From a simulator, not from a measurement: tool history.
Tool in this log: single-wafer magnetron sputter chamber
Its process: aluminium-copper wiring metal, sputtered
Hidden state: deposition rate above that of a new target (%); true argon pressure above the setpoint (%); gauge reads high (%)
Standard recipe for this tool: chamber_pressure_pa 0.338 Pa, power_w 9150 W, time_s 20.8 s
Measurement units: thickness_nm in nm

run,hour,chamber_pressure_pa,power_w,time_s,wafers since the last listed run,wafers on the sputter target,hours since the last manometer calibration,hours since the magnet pack was replaced,hours since the gauge calibration,"read-back reference wafer on the same gauge, thickness_nm",thickness_nm
1,0,0.296,9150,20.8,0,9608,352.6,8947,1441.1,276.193,328.016
2,85.7,0.296,9150,20.8,2457,12065,438.3,9032.7,1526.8,276.856,324.871
3,125.1,0.338,7300,20.8,1129,13195,477.7,9072.1,1566.2,275.348,286.802
4,225.9,0.338,7300,20.8,2890,16085,578.5,9172.9,1667,275.238,286.652
5,265.8,0.338,7300,20.8,1144,17229,618.4,9212.8,1706.9,274.895,289.38
6,330.5,0.338,9150,20.8,1855,19085,683.1,9277.5,1771.6,275.564,321.063
# hour 374.9: sputter target and shields replaced
7,540.9,0.338,9150,20.8,5803,4761,893.5,9487.9,1982,276.097,321.064
8,654.9,0.338,9150,20.8,3268,8029,1007.5,9601.9,2096,275.776,317.137
9,871.1,0.338,9150,20.8,6199,14229,1223.7,9818.1,2312.2,276.215,314.418
# hour 971.4: sputter target and shields replaced
10,976,0.338,9150,20.8,2778,131,1328.6,9923,2417.1,275.505,319.041
11,1014.9,0.338,9150,20.8,1115,1247,1367.5,9961.9,2456,276.257,313.629
12,1090.5,0.435,9150,18.4,2167,3415,1443.1,10037.5,2531.6,275.938,265.237
# hour 1177.3: magnet pack replaced
13,1177.8,0.435,9150,18.4,2273,5688,1530.4,0.5,2618.9,276.142,264.629
# hour 1229.8: gauge calibrated
14,1277.8,0.338,9150,20.8,2867,8556,1630.4,100.5,48,276.247,316.33
15,1324.4,0.242,10350,23.6,1336,9892,1677,147.1,94.6,275.709,403.886
16,1366.3,0.245,9150,17.5,1201,11093,1718.9,189,136.5,275.822,278.776
17,1403,0.338,9150,20.8,1052,12146,1755.6,225.7,173.2,275.502,312.045
18,1499,0.269,10100,24.2,2752,14898,1851.6,321.7,269.2,275.603,398.146
# hour 1539.2: sputter target and shields replaced
19,1547.8,0.298,9150,20.8,1169,246,1900.4,370.5,318,276.124,321.496
20,1652.7,0.338,9150,20.8,3007,3254,2005.3,475.4,422.9,276.983,313.464
21,1744.7,0.407,10500,19.4,2637,5892,2097.3,567.4,514.9,275.06,301.841
22,1808.6,0.338,9150,20.8,1832,7724,2161.2,631.3,578.8,276.007,310.442
23,1872.9,0.451,9750,17.8,1843,9568,2225.5,695.6,643.1,276.16,254.825
# hour 1933.7: capacitance manometer re-zeroed and calibrated
# hour 2154.8: sputter target and shields replaced
24,2165.6,0.338,9150,18.4,7933,310,231.9,988.3,935.8,276.004,285.614
25,2219.5,0.393,11100,20.8,1545,1855,285.8,1042.2,989.7,275.677,349.463
26,2325.8,0.338,9150,20.8,3047,4903,392.1,1148.5,1096,275.95,322.309
27,2380.2,0.39,9150,20.8,1559,6463,446.5,1202.9,1150.4,277.026,315.68
28,2423.9,0.279,7550,20.8,1253,7716,490.2,1246.6,1194.1,276.366,301.718
29,2473.9,0.338,10500,20.8,1433,9149,540.2,1296.6,1244.1,275.203,345.951
30,2532.9,0.338,9150,20.8,1691,10841,599.2,1355.6,1303.1,276.611,322.706
31,2640.5,0.338,7500,18.7,3085,13926,706.8,1463.2,1410.7,276.62,264.344
32,2730.7,0.338,9150,20.8,2586,16513,797,1553.4,1500.9,276.012,322.452
33,2816.2,0.29,9750,24.8,2451,18964,882.5,1638.9,1586.4,276.845,407.103

Forecast each of these 5 alternatives for the next run:
A,2816.6,0.338,8100,20.8,11,18976,882.9,1639.3,1586.8,?,?
B,2816.6,0.404,7000,24.4,11,18976,882.9,1639.3,1586.8,?,?
C,2816.6,0.223,7100,17.7,11,18976,882.9,1639.3,1586.8,?,?
D,2816.6,0.391,11300,18.3,11,18976,882.9,1639.3,1586.8,?,?
E,2816.6,0.246,9150,20.8,11,18976,882.9,1639.3,1586.8,?,?

run,"read-back reference wafer on the same gauge, thickness_nm",thickness_nm
A,276.091,302.253
B,276.091,320.63
C,276.091,257.687
D,276.091,306.578
E,276.091,336.807
The same runs, with their run-to-run variation unchanged, on a tool lacking any hidden condition would have given:
run,thickness_nm
A,303.112
B,321.703
C,258.184
D,307.573
E,337.52
